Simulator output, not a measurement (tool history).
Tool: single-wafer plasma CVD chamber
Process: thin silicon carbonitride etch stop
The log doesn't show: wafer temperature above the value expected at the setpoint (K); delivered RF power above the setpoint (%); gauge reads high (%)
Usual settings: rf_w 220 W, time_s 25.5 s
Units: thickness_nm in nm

run	hour	rf_w	time_s	wafers since the last listed run	hours since the last thermocouple change	hours since the last RF generator calibration	hours since the showerhead was replaced	hours since the gauge calibration	read-back reference wafer on the same gauge, thickness_nm	thickness_nm
1	0	220	27.5	0	761.2	271.1	4612.8	2680	17.214	17.097
2	104.6	220	25.5	1533	865.8	375.7	4717.4	2784.6	17.2	15.798
3	179.2	220	25.5	1093	940.4	450.3	4792	2859.2	17.194	15.779
4	279.5	220	25.5	1470	1040.7	550.6	4892.3	2959.5	17.215	15.84
5	378.1	220	25.5	1445	1139.3	649.2	4990.9	3058.1	17.194	15.794
6	477.6	220	25.5	1458	1238.8	748.7	5090.4	3157.6	17.214	15.79
7	560.2	220	25.5	1211	1321.4	831.3	5173	3240.2	17.225	15.847
8	607.1	220	25.5	687	1368.3	878.2	5219.9	3287.1	17.209	15.751
9	671.1	220	25.5	938	1432.3	942.2	5283.9	3351.1	17.212	15.843
# hour 726.3: thermocouple changed; heater temperature recalibrated
10	761.8	220	25.5	1212	35.5	1032.9	5374.6	3441.8	17.211	15.857
# hour 779.9: RF generator calibrated
11	911.8	220	25.5	2082	185.5	131.9	5524.6	3591.8	17.189	15.842
# hour 976.4: gauge calibrated
12	1004.8	220	25.5	1363	278.5	224.9	5617.6	28.4	17.205	15.797
13	1090.6	220	25.5	1258	364.3	310.7	5703.4	114.2	17.208	15.813
14	1156.8	220	25.5	970	430.5	376.9	5769.6	180.4	17.213	15.781
15	1212.8	220	25.5	821	486.5	432.9	5825.6	236.4	17.214	15.821
16	1281.1	220	25.5	1001	554.8	501.2	5893.9	304.7	17.198	15.798
17	1326.4	190	27.3	664	600.1	546.5	5939.2	350	17.205	16.265
18	1412.5	220	25.5	1262	686.2	632.6	6025.3	436.1	17.216	15.843
19	1477.8	200	28.8	957	751.5	697.9	6090.6	501.4	17.196	17.411
20	1561	245	23.8	1219	834.7	781.1	6173.8	584.6	17.198	15.188
21	1599.7	255	28	567	873.4	819.8	6212.5	623.3	17.196	18.095
22	1700.9	195	27.4	1483	974.6	921	6313.7	724.5	17.199	16.427

Run 23 comes next. What will it give?
23	1751.8	255	28	746	1025.5	971.9	6364.6	775.4	?	?

read-back reference wafer on the same gauge, thickness_nm: 17.19
thickness_nm: 18.169 nm
Without the tool's hidden state the same run would have given thickness_nm 18.169 nm.
